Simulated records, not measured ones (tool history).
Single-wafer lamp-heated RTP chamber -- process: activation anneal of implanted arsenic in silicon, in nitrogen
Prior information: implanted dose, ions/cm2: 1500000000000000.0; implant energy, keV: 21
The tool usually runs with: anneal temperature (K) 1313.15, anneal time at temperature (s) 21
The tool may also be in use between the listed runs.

run	hour	anneal temperature (K)	anneal time at temperature (s)	read-back reference wafer on the same gauge, sheet resistance	sheet resistance of the implanted and annealed layer (ohm/square)
1	0	1313.15	28	93.79	88.18
2	15.1	1320.15	27	93.74	87.08
3	27.7	1320.15	27	93.69	86.2
4	53	1320.15	27	93.65	86.37
5	72	1313.15	21	93.72	91.6
6	111.7	1313.15	21	93.68	91.46
7	146	1290.15	21	93.75	97.72
8	159.4	1290.15	21	93.68	98.75
9	177.1	1290.15	21	93.65	99.23
10	205.7	1313.15	21	93.73	90.96
11	232.1	1313.15	21	93.73	92.14
12	262.4	1313.15	27	93.64	88.4
13	292.1	1320.15	27	93.59	86.1
14	319.8	1323.15	28	93.73	84.97
15	332.8	1313.15	11	93.68	98.57
16	361.6	1286.15	28	93.7	95.6
17	394.6	1313.15	30	93.66	86.52
18	471.4	1313.15	21	93.74	93.41
19	488.7	1313.15	33	93.7	87.59
20	511.7	1313.15	21	93.81	92.98
21	524	1313.15	26	93.71	90.5
22	540.4	1342.15	10	93.77	93.84
23	565.2	1313.15	29	93.65	88.93
24	578.8	1331.15	13	93.76	92.99
25	613	1313.15	21	93.7	92.22

Not shown here: 3 entries made in the log between runs. Locate each between two listed runs and compare the hidden state at the listed run before it with the hidden state at the listed run after it:
After run 16, before run 17: reflector plate cleaned (hour 373.2)
  no difference in the tool's unlogged condition between these two runs
  what was measured, less what the result would be without the hidden state, sheet resistance of the implanted and annealed layer (ohm/square): -3.57 -> -2.95
After run 17, before run 18: gauge calibrated (hour 419.9); pyrometer window cleaned and pyrometer calibrated (hour 470.9)
  true wafer temperature minus pyrometer reading, K: 10.1 -> 1.49
  what was measured, less what the result would be without the hidden state, sheet resistance of the implanted and annealed layer (ohm/square): -2.95 -> -0.46
